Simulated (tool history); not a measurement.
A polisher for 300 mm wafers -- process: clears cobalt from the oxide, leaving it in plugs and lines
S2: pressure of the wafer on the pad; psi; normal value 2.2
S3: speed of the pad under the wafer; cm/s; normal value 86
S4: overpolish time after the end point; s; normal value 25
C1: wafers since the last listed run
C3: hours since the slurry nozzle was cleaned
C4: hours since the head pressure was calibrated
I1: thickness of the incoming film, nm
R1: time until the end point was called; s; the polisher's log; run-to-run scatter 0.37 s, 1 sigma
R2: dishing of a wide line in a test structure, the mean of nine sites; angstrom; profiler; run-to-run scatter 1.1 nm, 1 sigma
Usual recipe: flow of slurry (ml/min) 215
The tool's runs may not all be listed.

{"run": 1, "day": 0.0, "flow of slurry (ml/min)": 195, "S2": 2.2, "S3": 86, "S4": 32, "C1": 0, "wafers polished on this pad": 786, "C3": 19.6, "C4": 295.8, "I1": 180, "R1": 41.6, "R2": 666}
{"run": 2, "day": 1.579, "flow of slurry (ml/min)": 195, "S2": 2.2, "S3": 86, "S4": 32, "C1": 429, "wafers polished on this pad": 1216, "C3": 57.5, "C4": 333.7, "I1": 183.4, "R1": 42.1, "R2": 645}
{"run": 3, "day": 3.333, "flow of slurry (ml/min)": 215, "S2": 2.2, "S3": 86, "S4": 25, "C1": 476, "wafers polished on this pad": 1693, "C3": 99.6, "C4": 375.8, "I1": 181.5, "R1": 41.9, "R2": 584}
{"day": 4.35, "done": "head pressure recalibrated"}
{"run": 4, "day": 4.517, "flow of slurry (ml/min)": 215, "S2": 2.2, "S3": 86, "S4": 25, "C1": 299, "wafers polished on this pad": 1992, "C3": 128, "C4": 4, "I1": 180.6, "R1": 42, "R2": 585}
{"run": 5, "day": 6.617, "flow of slurry (ml/min)": 215, "S2": 2.2, "S3": 86, "S4": 25, "C1": 571, "wafers polished on this pad": 2563, "C3": 178.4, "C4": 54.4, "I1": 178.6, "R1": 41.4, "R2": 561}
{"day": 6.896, "done": "worn pad replaced by a new one"}
{"run": 6, "day": 8.975, "flow of slurry (ml/min)": 215, "S2": 2.2, "S3": 86, "S4": 25, "C1": 595, "wafers polished on this pad": 564, "C3": 235, "C4": 111, "I1": 177.5, "R1": 42, "R2": 593}
{"run": 7, "day": 11.871, "flow of slurry (ml/min)": 215, "S2": 2.2, "S3": 86, "S4": 25, "C1": 787, "wafers polished on this pad": 1352, "C3": 304.5, "C4": 180.5, "I1": 179.8, "R1": 42.7, "R2": 595}
{"day": 12.546, "done": "slurry nozzle cleaned"}
{"run": 8, "day": 14.296, "flow of slurry (ml/min)": 215, "S2": 2.2, "S3": 86, "S4": 32, "C1": 648, "wafers polished on this pad": 2000, "C3": 42, "C4": 238.7, "I1": 181.8, "R1": 41.3, "R2": 657}
{"run": 9, "day": 16.696, "flow of slurry (ml/min)": 215, "S2": 2.2, "S3": 86, "S4": 32, "C1": 652, "wafers polished on this pad": 2652, "C3": 99.6, "C4": 296.3, "I1": 182.2, "R1": 42.2, "R2": 679}
{"day": 17.779, "done": "worn pad replaced by a new one"}
{"run": 10, "day": 18.783, "flow of slurry (ml/min)": 215, "S2": 2.2, "S3": 86, "S4": 32, "C1": 522, "wafers polished on this pad": 272, "C3": 149.7, "C4": 346.4, "I1": 178.6, "R1": 41.6, "R2": 674}
{"day": 20.083, "done": "head pressure recalibrated"}
{"run": 11, "day": 20.45, "flow of slurry (ml/min)": 195, "S2": 2.2, "S3": 86, "S4": 25, "C1": 430, "wafers polished on this pad": 703, "C3": 189.7, "C4": 8.8, "I1": 182.6, "R1": 43.6, "R2": 577}
{"run": 12, "day": 22.862, "flow of slurry (ml/min)": 195, "S2": 2.2, "S3": 86, "S4": 25, "C1": 656, "wafers polished on this pad": 1359, "C3": 247.6, "C4": 66.7, "I1": 183.7, "R1": 44.4, "R2": 556}
{"run": 13, "day": 24.35, "flow of slurry (ml/min)": 215, "S2": 2.2, "S3": 86, "S4": 25, "C1": 404, "wafers polished on this pad": 1763, "C3": 283.3, "C4": 102.4, "I1": 182.6, "R1": 44, "R2": 575}
{"day": 24.829, "done": "slurry nozzle cleaned"}
{"run": 14, "day": 25.612, "flow of slurry (ml/min)": 215, "S2": 2, "S3": 86, "S4": 25, "C1": 331, "wafers polished on this pad": 2095, "C3": 18.8, "C4": 132.7, "I1": 178.4, "R1": 43, "R2": 559}
{"run": 15, "day": 26.858, "flow of slurry (ml/min)": 215, "S2": 2.6, "S3": 68, "S4": 20, "C1": 338, "wafers polished on this pad": 2434, "C3": 48.7, "C4": 162.6, "I1": 181.3, "R1": 45.5, "R2": 469}
{"run": 16, "day": 28.146, "flow of slurry (ml/min)": 285, "S2": 2.5, "S3": 116, "S4": 16, "C1": 350, "wafers polished on this pad": 2784, "C3": 79.6, "C4": 193.5, "I1": 182.2, "R1": 26.5, "R2": 574}
{"day": 28.392, "done": "worn pad replaced by a new one"}
{"run": 17, "day": 30.546, "flow of slurry (ml/min)": 215, "S2": 2.2, "S3": 86, "S4": 32, "C1": 607, "wafers polished on this pad": 586, "C3": 137.2, "C4": 251.1, "I1": 179.4, "R1": 41.1, "R2": 640}
{"run": 18, "day": 32.692, "flow of slurry (ml/min)": 215, "S2": 2.2, "S3": 86, "S4": 25, "C1": 583, "wafers polished on this pad": 1169, "C3": 188.7, "C4": 302.6, "I1": 181.5, "R1": 41.7, "R2": 588}
{"run": 19, "day": 34.242, "flow of slurry (ml/min)": 215, "S2": 2.2, "S3": 76, "S4": 25, "C1": 421, "wafers polished on this pad": 1591, "C3": 225.9, "C4": 339.8, "I1": 179.1, "R1": 47.5, "R2": 538}
{"day": 35.167, "done": "head pressure recalibrated"}
{"run": 20, "day": 35.617, "flow of slurry (ml/min)": 195, "S2": 2.2, "S3": 86, "S4": 32, "C1": 351, "wafers polished on this pad": 1942, "C3": 258.9, "C4": 10.8, "I1": 180.9, "R1": 43.4, "R2": 632}
{"run": 21, "day": 36.733, "flow of slurry (ml/min)": 265, "S2": 1.4, "S3": 86, "S4": 39, "C1": 303, "wafers polished on this pad": 2245, "C3": 285.7, "C4": 37.6, "I1": 176.4, "R1": 57.1, "R2": 602}
{"run": 22, "day": 38.712, "flow of slurry (ml/min)": 215, "S2": 2.5, "S3": 86, "S4": 25, "C1": 538, "wafers polished on this pad": 2784, "C3": 333.2, "C4": 85.1, "I1": 179.4, "R1": 38.9, "R2": 610}
{"day": 38.854, "done": "slurry nozzle cleaned"}
{"day": 40.054, "done": "worn pad replaced by a new one"}
{"run": 23, "day": 41.367, "flow of slurry (ml/min)": 215, "S2": 2.2, "S3": 86, "S4": 25, "C1": 665, "wafers polished on this pad": 356, "C3": 60.3, "C4": 148.8, "I1": 180.5, "R1": 41, "R2": 589}
{"run": 24, "day": 49.079, "flow of slurry (ml/min)": 215, "S2": 1.7, "S3": 86, "S4": 25, "C1": 2097, "wafers polished on this pad": 2453, "C3": 245.4, "C4": 333.9, "I1": 177.4, "R1": 50.7, "R2": 503}
{"day": 49.579, "done": "worn pad replaced by a new one"}
{"run": 25, "day": 51.217, "flow of slurry (ml/min)": 215, "S2": 2.8, "S3": 86, "S4": 17, "C1": 535, "wafers polished on this pad": 444, "C3": 296.7, "C4": 385.2, "I1": 181.8, "R1": 35.7, "R2": 521}
{"day": 51.646, "done": "head pressure recalibrated"}
{"day": 51.721, "done": "slurry nozzle cleaned"}
{"run": 26, "day": 52.612, "flow of slurry (ml/min)": 215, "S2": 2.2, "S3": 86, "S4": 25, "C1": 345, "wafers polished on this pad": 790, "C3": 21.4, "C4": 23.2, "I1": 183.7, "R1": 41.3, "R2": 605}

Table of differences, measured result less the result of that run with no hidden state. Run-to-run variation is the same in both. Gauge scatter possibly is not:
Unlogged tool condition in this case: removal rate lost through wear of the pad, %; slurry flow missing at the pad, %; deviation of the head's pressure from its setpoint, %.
run=1 R1=+0.3 R2=-2
run=2 R1=+0.6 R2=-4
run=3 R1=+0.8 R2=-5
run=4 R1=+1 R2=-7
run=5 R1=+1.3 R2=-10
run=6 R1=+1.9 R2=-14
run=7 R1=+2.6 R2=-19
run=8 R1=+0.4 R2=-3
run=9 R1=+0.9 R2=-6
run=10 R1=+1.1 R2=-8
run=11 R1=+1.7 R2=-12
run=12 R1=+2.3 R2=-16
run=13 R1=+2.5 R2=-18
run=14 R1=+0.1 R2=-1
run=15 R1=+0.3 R2=-2
run=16 R1=+0.2 R2=-2
run=17 R1=+0.9 R2=-5
run=18 R1=+1.2 R2=-9
run=19 R1=+1.7 R2=-11
run=20 R1=+2.1 R2=-13
run=21 R1=+2.2 R2=-11
run=22 R1=+2.3 R2=-18
run=23 R1=+0.5 R2=-4
run=24 R1=+2.3 R2=-14
run=25 R1=+2.1 R2=-18
run=26 R1=+0.1 R2=-1
